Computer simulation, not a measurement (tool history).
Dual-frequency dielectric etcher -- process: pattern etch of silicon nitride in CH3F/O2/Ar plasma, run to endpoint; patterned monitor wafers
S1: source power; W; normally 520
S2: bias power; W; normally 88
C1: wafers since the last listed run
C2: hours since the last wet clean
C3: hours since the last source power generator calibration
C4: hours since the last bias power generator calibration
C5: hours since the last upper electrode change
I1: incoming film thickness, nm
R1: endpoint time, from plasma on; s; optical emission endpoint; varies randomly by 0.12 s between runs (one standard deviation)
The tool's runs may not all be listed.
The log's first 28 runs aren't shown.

run,hour,S1,S2,C1,C2,C3,C4,C5,I1,R1
29,1725.9,520,88,341,399.8,1308.1,405.7,1199.5,30.73,40.7
30,1754.4,640,88,236,428.3,1336.6,434.2,1228,30.78,37.5
31,1784.7,430,79,251,458.6,1366.9,464.5,1258.3,30.52,47.2
# hour 1852: wet clean of the chamber
32,1852.5,560,71,363,0.5,1434.7,532.3,1326.1,30.6,43.9
33,1892.8,470,78,334,40.8,1475,572.6,1366.4,30.63,44.9
34,1958.3,570,88,543,106.3,1540.5,638.1,1431.9,30.39,38.6
35,2009.4,600,109,424,157.4,1591.6,689.2,1483,30.61,33.6
36,2070.9,520,106,510,218.9,1653.1,750.7,1544.5,30.78,36.9

Predict each of these 3 candidate next runs independently; none follows another, all start after run 36:
A,2071.3,520,88,3,219.3,1653.5,751.1,1544.9,30.94,?
B,2071.3,610,108,3,219.3,1653.5,751.1,1544.9,30.94,?
C,2071.3,630,108,3,219.3,1653.5,751.1,1544.9,30.94,?

run,R1
A,41.1
B,34.3
C,33.8
Take away the tool's hidden state, keep each run's random variation, and the runs would have read:
run,R1
A,40.4
B,33.7
C,33.3
